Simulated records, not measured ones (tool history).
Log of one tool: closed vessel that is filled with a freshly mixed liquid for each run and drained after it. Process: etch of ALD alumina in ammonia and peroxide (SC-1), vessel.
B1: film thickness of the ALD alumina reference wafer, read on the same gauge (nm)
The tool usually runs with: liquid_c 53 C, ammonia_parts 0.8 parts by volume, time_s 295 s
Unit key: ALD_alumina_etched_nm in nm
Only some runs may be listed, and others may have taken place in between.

Run 1, hour 0: usual settings but liquid_c 60.5 C; B1 120.04. Result: ALD_alumina_etched_nm 25.86 nm.
Run 2, hour 10.9: usual settings; B1 119.96. Result: ALD_alumina_etched_nm 17.58 nm.
Run 3, hour 20.9: usual settings; B1 120.02. Result: ALD_alumina_etched_nm 17.48 nm.
Run 4, hour 36.3: usual settings; B1 120. Result: ALD_alumina_etched_nm 17.23 nm.
Run 5, hour 47: usual settings but liquid_c 47 C, ammonia_parts 0.55 parts by volume; B1 120. Result: ALD_alumina_etched_nm 11.99 nm.
Run 6, hour 64.9: usual settings but liquid_c 47 C, ammonia_parts 0.55 parts by volume; B1 120.01. Result: ALD_alumina_etched_nm 12 nm.
Run 7, hour 78.8: usual settings; B1 120. Result: ALD_alumina_etched_nm 17.33 nm.
Run 8, hour 91.1: usual settings; B1 120.03. Result: ALD_alumina_etched_nm 17.37 nm.
At hour 98.5: thermometer replaced.
Run 9, hour 99: usual settings; B1 120.01. Result: ALD_alumina_etched_nm 19.71 nm.
Run 10, hour 111.7: usual settings; B1 120.01. Result: ALD_alumina_etched_nm 19.65 nm.
Run 11, hour 122.4: usual settings; B1 120.01. Result: ALD_alumina_etched_nm 19.78 nm.
Run 12, hour 136.8: usual settings; B1 120.01. Result: ALD_alumina_etched_nm 19.85 nm.
Run 13, hour 148.2: usual settings but time_s 155 s; B1 119.98. Result: ALD_alumina_etched_nm 10.44 nm.
Run 14, hour 154.4: usual settings but liquid_c 60.5 C, ammonia_parts 0.9 parts by volume, time_s 465 s; B1 120. Result: ALD_alumina_etched_nm 46.65 nm.
Run 15, hour 171.9: usual settings but liquid_c 49.5 C, ammonia_parts 0.5 parts by volume, time_s 375 s; B1 120.05. Result: ALD_alumina_etched_nm 19.62 nm.
At hour 173.3: ammonia flow meter replaced.
Run 16, hour 180: usual settings; B1 120. Result: ALD_alumina_etched_nm 19.48 nm.
Run 17, hour 193.3: usual settings but liquid_c 50.5 C, ammonia_parts 1.05 parts by volume; B1 120. Result: ALD_alumina_etched_nm 17.68 nm.
Run 18, hour 202.9: usual settings; B1 120. Result: ALD_alumina_etched_nm 19.56 nm.
At hour 209.2: gauge calibrated.
At hour 216.7: new drum of ammonia solution connected.
Run 19, hour 220.5: usual settings but liquid_c 59 C, time_s 415 s; B1 120.05. Result: ALD_alumina_etched_nm 37.68 nm.
Run 20, hour 232.6: usual settings but liquid_c 59.5 C, ammonia_parts 1.15 parts by volume; B1 119.97. Result: ALD_alumina_etched_nm 28.37 nm.
Run 21, hour 244.3: usual settings but liquid_c 46.5 C, time_s 405 s; B1 119.98. Result: ALD_alumina_etched_nm 18.63 nm.
Run 22, hour 252.8: usual settings but time_s 195 s; B1 119.98. Result: ALD_alumina_etched_nm 12.93 nm.
Run 23, hour 265.7: usual settings but liquid_c 58 C, ammonia_parts 1.1 parts by volume, time_s 445 s; B1 120. Result: ALD_alumina_etched_nm 39.31 nm.
Run 24, hour 273: usual settings but liquid_c 61 C, time_s 210 s; B1 120.01. Result: ALD_alumina_etched_nm 21.07 nm.
Run 25, hour 281.8: usual settings but liquid_c 59 C, time_s 405 s; B1 120.02. Result: ALD_alumina_etched_nm 36.37 nm.
Run 26, hour 296.1: usual settings but liquid_c 60 C, time_s 130 s; B1 120.01. Result: ALD_alumina_etched_nm 12.26 nm.
Run 27, hour 310.2: usual settings; B1 119.95. Result: ALD_alumina_etched_nm 19.41 nm.
Run 28, hour 324.1: usual settings; B1 120.01. Result: ALD_alumina_etched_nm 19.2 nm.
Run 29, hour 331.3: usual settings; B1 119.99. Result: ALD_alumina_etched_nm 19.54 nm.

Expected results for the next run?
Run 30, hour 342.5: usual settings but liquid_c 62 C, ammonia_parts 1.05 parts by volume; B1 ?. Result: ALD_alumina_etched_nm ?.

{"run 30": {"B1": 119.99, "ALD_alumina_etched_nm": 31.79}}
With no hidden state in the tool, this same run would have given ALD_alumina_etched_nm 32.68 nm.
